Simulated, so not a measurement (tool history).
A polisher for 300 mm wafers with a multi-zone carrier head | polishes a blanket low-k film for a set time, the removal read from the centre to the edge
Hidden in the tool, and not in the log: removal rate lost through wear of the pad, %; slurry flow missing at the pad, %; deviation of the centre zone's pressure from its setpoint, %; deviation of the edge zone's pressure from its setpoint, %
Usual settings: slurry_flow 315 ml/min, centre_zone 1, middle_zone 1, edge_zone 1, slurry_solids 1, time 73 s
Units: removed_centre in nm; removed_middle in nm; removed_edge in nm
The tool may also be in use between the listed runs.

run    hour  slurry_flow  centre_zone  middle_zone  edge_zone  slurry_solids  time  wafers since the last listed run  wafers polished on this pad  hours since the slurry nozzle was cleaned  hours since the centre zone pressure was calibrated  hours since the edge zone pressure was calibrated  hours since the carrier head's membrane was replaced  incoming thickness of the incoming film, nm  removed_centre  removed_middle  removed_edge
  1       0          315         0.96         1.08       1.08              1    73                                 0                          147                                      385.5                                                703.9                                              211.6                                                   163                                        711.6            28.9            33.3          30.6
  2    37.2          375            1            1          1              1    73                               459                          606                                      422.7                                                741.1                                              248.8                                                 200.2                                        697.1            31.1            31.5          29.9
      248.9  -- slurry nozzle cleaned
  3   354.2          315         0.95         0.92          1           1.25    81                              3900                         4507                                      105.3                                               1058.1                                              565.8                                                 517.2                                        721.4            36.1            36.3          37.7
      428.5  -- carrier head's membrane replaced by a new one
  4   431.5          315            1            1          1              1    73                               892                         5400                                      182.6                                               1135.4                                              643.1                                                     3                                        707.7            30.5            30.8          29.9
      450.7  -- edge zone pressure recalibrated
      454.4  -- centre zone pressure recalibrated
  5     496          285         1.06            1       0.92              1    62                               746                         6146                                      247.1                                                 41.6                                               45.3                                                  67.5                                        723.2            27.2            26.2          24.2
  6   594.2          345          1.1            1          1            1.2    73                              1212                         7359                                      345.3                                                139.8                                              143.5                                                 165.7                                        706.9            37.6            34.6          33.1
  7   686.4          315            1            1          1              1    73                              1138                         8497                                      437.5                                                  232                                              235.7                                                 257.9                                        702.8            30.3            31.1          29.5
  8   735.9          415            1            1       1.07            1.1    82                               611                         9108                                        487                                                281.5                                              285.2                                                 307.4                                        719.3              37            37.2          36.3
      760.7  -- worn pad replaced by a new one
  9   823.5          375         1.08          1.1          1              1    73                              1031                          774                                      574.6                                                369.1                                              372.8                                                   395                                        710.5            33.4            33.1          30.1
 10     877          315            1            1          1              1    73                               660                         1435                                      628.1                                                422.6                                              426.3                                                 448.5                                        708.8            30.6            30.6          30.2
 11   974.8          235         0.94            1          1            1.2    94                              1207                         2642                                      725.9                                                520.4                                              524.1                                                 546.3                                        713.8              40            42.7            42
      995.5  -- slurry nozzle cleaned
 12  1040.6          375         1.08          1.1          1              1    73                               799                         3442                                       45.1                                                586.2                                              589.9                                                 612.1                                          717            33.1            33.5          29.8
 13  1100.4          255            1         1.05          1              1    73                               738                         4180                                      104.9                                                  646                                              649.7                                                 671.9                                        710.3            29.9            31.4          28.9
       1141  -- edge zone pressure recalibrated
 14  1163.4          315            1            1          1              1    73                               752                         4933                                      167.9                                                  709                                               22.4                                                 734.9                                        709.7            30.1            30.7          29.3
     1177.1  -- carrier head's membrane replaced by a new one
 15  1226.8          315            1            1          1              1    73                               720                         5654                                      231.3                                                772.4                                               85.8                                                  49.7                                        702.4            30.6            30.9          30.2
 16  1276.1          315            1         1.09          1           1.25    73                               608                         6262                                      280.6                                                821.7                                              135.1                                                    99                                        704.2            35.2            36.4          33.1
       1345  -- worn pad replaced by a new one
 17  1372.9          315         0.91            1          1              1    53                              1145                          344                                      377.4                                                918.5                                              231.9                                                 195.8                                        714.3            19.9              22          21.7
 18  1409.2          315            1            1       1.05            1.3    56                               448                          792                                      413.7                                                954.8                                              268.2                                                 232.1                                        713.7            27.1            27.1          26.5
 19  1486.2          315            1            1          1              1    73                               950                         1742                                      490.7                                               1031.8                                              345.2                                                 309.1                                        699.4            30.5            30.9          29.7
 20  1582.3          315            1            1          1            0.7    73                              1186                         2929                                      586.8                                               1127.9                                              441.3                                                 405.2                                        705.2            22.6            23.4          22.3

What the log doesn't show, run by run:
removal rate lost through wear of the pad, %: 0 in every run
slurry flow missing at the pad, %: 0 in every run
deviation of the centre zone's pressure from its setpoint, %: 0 in every run
deviation of the edge zone's pressure from its setpoint, %: 0 in every run
